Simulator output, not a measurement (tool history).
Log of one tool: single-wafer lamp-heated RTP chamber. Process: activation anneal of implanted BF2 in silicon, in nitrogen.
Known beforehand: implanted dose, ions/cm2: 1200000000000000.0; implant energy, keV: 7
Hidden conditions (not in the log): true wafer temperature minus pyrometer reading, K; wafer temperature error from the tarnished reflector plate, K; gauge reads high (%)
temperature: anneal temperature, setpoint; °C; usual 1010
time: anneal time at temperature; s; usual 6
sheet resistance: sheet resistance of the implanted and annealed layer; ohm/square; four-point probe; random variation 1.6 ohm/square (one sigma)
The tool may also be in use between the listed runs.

| run | hour | temperature | time | wafers since the last listed run | wafers since the last pyrometer calibration | wafers since the reflector plate was cleaned | hours since the gauge calibration | read-back reference wafer on the same gauge, sheet resistance | sheet resistance |
|---|---|---|---|---|---|---|---|---|---|
| 1 | 0 | 1010 | 6 | 0 | 1008 | 2733 | 293.3 | 257.99 | 318.37 |
| 2 | 76.8 | 1010 | 6 | 1309 | 2317 | 4042 | 370.1 | 258.27 | 314.65 |
| 3 | 179.1 | 1010 | 6 | 1743 | 4061 | 5786 | 472.4 | 257.6 | 307.19 |
| 4 | 269.7 | 1010 | 6 | 1544 | 5606 | 7330 | 563 | 258.33 | 302.12 |
|  | 319.1 | pyrometer window cleaned and pyrometer calibrated |
| 5 | 322.2 | 1010 | 6 | 758 | 52 | 8089 | 615.5 | 257.98 | 310.18 |
| 6 | 378.5 | 1003 | 6 | 959 | 1012 | 9049 | 671.8 | 258.13 | 329.01 |
|  | 481.1 | reflector plate cleaned |
|  | 629 | pyrometer window cleaned and pyrometer calibrated |
| 7 | 659.6 | 1003 | 6 | 4519 | 521 | 2906 | 952.9 | 258.23 | 332.28 |
| 8 | 696.8 | 1010 | 4 | 634 | 1155 | 3540 | 990.1 | 258.42 | 339.03 |
| 9 | 758.7 | 1010 | 6 | 1055 | 2211 | 4596 | 1052 | 257.59 | 307.55 |
| 10 | 806 | 1010 | 6 | 806 | 3017 | 5402 | 1099.3 | 258.34 | 306.05 |
|  | 836 | gauge calibrated |
| 11 | 881.9 | 1022 | 6 | 1293 | 4311 | 6696 | 45.9 | 257.08 | 270.08 |
|  | 949 | pyrometer window cleaned and pyrometer calibrated |
| 12 | 977.5 | 994 | 7 | 1493 | 485 | 8189 | 141.5 | 258.04 | 346.09 |
|  | 1055.9 | reflector plate cleaned |
| 13 | 1060.8 | 995 | 6 | 1283 | 1769 | 82 | 224.8 | 257.71 | 366.79 |
| 14 | 1168.7 | 1010 | 6 | 1839 | 3608 | 1922 | 332.7 | 257.27 | 310.48 |
| 15 | 1270.9 | 1002 | 7 | 1742 | 5351 | 3664 | 434.9 | 258.53 | 317.91 |
|  | 1336.8 | pyrometer window cleaned and pyrometer calibrated |
| 16 | 1373.4 | 991 | 3 | 1611 | 623 | 5275 | 537.4 | 257.8 | 413.51 |

Consider 4 possible next runs. They are alternatives, not a sequence: every one starts from the tool as it was left by run 16. What does each give?
| A | 1373.8 | 1010 | 3 | 6 | 630 | 5282 | 537.8 | ? | ? |
| B | 1373.8 | 988 | 6 | 6 | 630 | 5282 | 537.8 | ? | ? |
| C | 1373.8 | 998 | 7 | 6 | 630 | 5282 | 537.8 | ? | ? |
| D | 1373.8 | 993 | 6 | 6 | 630 | 5282 | 537.8 | ? | ? |

| run | read-back reference wafer on the same gauge, sheet resistance | sheet resistance |
|---|---|---|
| A | 258.07 | 357.02 |
| B | 258.07 | 377.58 |
| C | 258.07 | 336.3 |
| D | 258.07 | 362.04 |
Take away the tool's hidden state, keep each run's random variation, and the runs would have read:
| run | sheet resistance |
|---|---|
| A | 365.09 |
| B | 387.38 |
| C | 345.44 |
| D | 371.47 |

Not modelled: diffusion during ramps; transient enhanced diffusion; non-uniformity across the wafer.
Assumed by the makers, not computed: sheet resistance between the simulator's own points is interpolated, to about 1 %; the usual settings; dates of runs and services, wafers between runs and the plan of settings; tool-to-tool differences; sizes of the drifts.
